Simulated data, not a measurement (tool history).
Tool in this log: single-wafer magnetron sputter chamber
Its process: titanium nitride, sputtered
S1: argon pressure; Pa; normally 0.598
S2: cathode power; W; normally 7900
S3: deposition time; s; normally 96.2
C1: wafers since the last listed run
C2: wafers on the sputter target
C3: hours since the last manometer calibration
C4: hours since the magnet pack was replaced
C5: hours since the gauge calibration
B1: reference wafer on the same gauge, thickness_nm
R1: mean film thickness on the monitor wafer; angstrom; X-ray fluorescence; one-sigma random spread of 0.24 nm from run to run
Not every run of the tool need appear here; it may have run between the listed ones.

run 1 hour=0.0 | S1=0.598 S2=7900 S3=96.2 | C1=0 C2=2210 C3=1146.1 C4=12692.7 C5=190.6 | B1=144.058 | R1=1260.93
run 2 hour=27.9 | S1=0.598 S2=6650 S3=96.2 | C1=596 C2=2806 C3=1174.0 C4=12720.6 C5=218.5 | B1=144.002 | R1=1131.09
run 3 hour=59.5 | S1=0.598 S2=7900 S3=96.2 | C1=675 C2=3482 C3=1205.6 C4=12752.2 C5=250.1 | B1=143.933 | R1=1259.03
run 4 hour=92.8 | S1=0.598 S2=7900 S3=96.2 | C1=712 C2=4195 C3=1238.9 C4=12785.5 C5=283.4 | B1=144.033 | R1=1251.94
-- hour=118.5 gauge calibrated
run 5 hour=124.3 | S1=0.475 S2=7900 S3=96.2 | C1=673 C2=4868 C3=1270.4 C4=12817.0 C5=5.8 | B1=143.964 | R1=1323.51
run 6 hour=149.1 | S1=0.475 S2=7900 S3=96.2 | C1=530 C2=5399 C3=1295.2 C4=12841.8 C5=30.6 | B1=144.023 | R1=1319.99
run 7 hour=179.7 | S1=0.598 S2=7900 S3=96.2 | C1=654 C2=6053 C3=1325.8 C4=12872.4 C5=61.2 | B1=144.010 | R1=1237.44
run 8 hour=196.9 | S1=0.483 S2=6300 S3=90.7 | C1=367 C2=6421 C3=1343.0 C4=12889.6 C5=78.4 | B1=143.987 | R1=1070.95
run 9 hour=218.3 | S1=0.598 S2=8850 S3=96.2 | C1=457 C2=6879 C3=1364.4 C4=12911.0 C5=99.8 | B1=144.006 | R1=1324.83
-- hour=228.5 capacitance manometer re-zeroed and calibrated
-- hour=235.8 magnet pack replaced
-- hour=238.3 sputter target and shields replaced
run 10 hour=238.8 | S1=0.598 S2=7900 S3=78.6 | C1=59 C2=11 C3=10.3 C4=3.0 C5=120.3 | B1=144.000 | R1=1072.10
run 11 hour=251.2 | S1=0.365 S2=7900 S3=111.1 | C1=265 C2=276 C3=22.7 C4=15.4 C5=132.7 | B1=144.023 | R1=1671.72

What does the tool deliver on the next run?
run 12 hour=284.9 | S1=0.828 S2=6150 S3=90.2 | C1=720 C2=997 C3=56.4 C4=49.1 C5=166.4 | B1=? | R1=?

B1: 143.896
R1: 963.62 angstrom
With the hidden condition absent and the run-to-run variation left alone, this run would have shown R1 965.35 angstrom.
